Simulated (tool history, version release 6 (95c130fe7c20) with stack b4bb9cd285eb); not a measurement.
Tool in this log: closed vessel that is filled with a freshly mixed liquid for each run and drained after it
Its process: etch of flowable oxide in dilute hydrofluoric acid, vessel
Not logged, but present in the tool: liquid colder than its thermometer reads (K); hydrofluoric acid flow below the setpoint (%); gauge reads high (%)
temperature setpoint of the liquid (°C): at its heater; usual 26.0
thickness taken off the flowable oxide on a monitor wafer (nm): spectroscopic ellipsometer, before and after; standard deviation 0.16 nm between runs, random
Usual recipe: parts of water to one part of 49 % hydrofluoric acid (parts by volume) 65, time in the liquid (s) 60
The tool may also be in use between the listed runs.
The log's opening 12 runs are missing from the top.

run,hour,temperature setpoint of the liquid (°C),parts of water to one part of 49 % hydrofluoric acid (parts by volume),time in the liquid (s),wafers since the last listed run,hours since the thermometer was replaced,hours since the hydrofluoric acid flow meter was replaced,hours since the gauge calibration,"read-back film thickness of the flowable oxide reference wafer, read on the same gauge (nm)",thickness taken off the flowable oxide on a monitor wafer (nm)
13,576.1,26.0,65,60,7720,2039.9,1114.8,185.4,90.02,21.13
14,644.6,29.0,50,35,9477,2108.4,1183.3,253.9,89.97,18.16
15,691.0,26.0,65,60,6419,2154.8,1229.7,300.3,90.00,21.01
16,735.0,30.5,75,60,6087,2198.8,1273.7,344.3,89.99,21.24
17,794.9,23.5,65,75,8287,2258.7,1333.6,404.2,89.98,23.54
18,836.3,30.0,95,90,5727,2300.1,1375.0,445.6,89.95,23.77
19,898.2,28.5,65,60,8564,2362.0,1436.9,507.5,89.98,23.09
20,949.5,29.5,75,30,7097,2413.3,1488.2,558.8,90.02,10.11
# hour 957.2: thermometer replaced
21,1010.1,26.0,65,60,8246,52.9,1548.8,619.4,90.03,20.76
# hour 1040.7: hydrofluoric acid flow meter replaced
22,1055.9,23.5,80,95,6198,98.7,15.2,665.2,89.99,24.77
23,1100.5,26.0,65,75,6170,143.3,59.8,709.8,89.95,27.23
24,1155.7,29.0,90,75,7637,198.5,115.0,765.0,89.94,21.43
25,1313.2,26.0,65,60,21791,356.0,272.5,922.5,89.98,21.67
26,1370.7,22.5,85,40,7955,413.5,330.0,980.0,89.95,9.30
27,1430.6,26.0,55,80,8287,473.4,389.9,1039.9,90.01,34.38
# hour 1498.2: gauge calibrated
28,1501.3,27.5,80,60,9781,544.1,460.6,3.1,90.03,18.30
29,1530.7,26.0,65,30,4067,573.5,490.0,32.5,90.02,10.76
30,1556.9,30.0,45,60,3624,599.7,516.2,58.7,90.01,37.06
31,1601.5,26.0,65,60,6170,644.3,560.8,103.3,90.00,21.45
32,1632.0,24.0,50,45,4219,674.8,591.3,133.8,89.97,19.55

Alternative continuations, all from the tool just after run 32; predict every row:
A,1632.7,26.0,65,60,96,675.5,592.0,134.5,?,?
B,1632.7,24.5,65,60,96,675.5,592.0,134.5,?,?
C,1632.7,29.0,65,60,96,675.5,592.0,134.5,?,?
D,1632.7,24.0,45,90,96,675.5,592.0,134.5,?,?
E,1632.7,26.0,90,50,96,675.5,592.0,134.5,?,?

run,"read-back film thickness of the flowable oxide reference wafer, read on the same gauge (nm)",thickness taken off the flowable oxide on a monitor wafer (nm)
A,89.94,21.35
B,89.94,20.10
C,89.94,24.04
D,89.94,43.85
E,89.94,12.42
The same runs, with their run-to-run variation unchanged, on a tool lacking any hidden condition would have given:
run,thickness taken off the flowable oxide on a monitor wafer (nm)
A,21.98
B,20.69
C,24.75
D,45.11
E,12.79

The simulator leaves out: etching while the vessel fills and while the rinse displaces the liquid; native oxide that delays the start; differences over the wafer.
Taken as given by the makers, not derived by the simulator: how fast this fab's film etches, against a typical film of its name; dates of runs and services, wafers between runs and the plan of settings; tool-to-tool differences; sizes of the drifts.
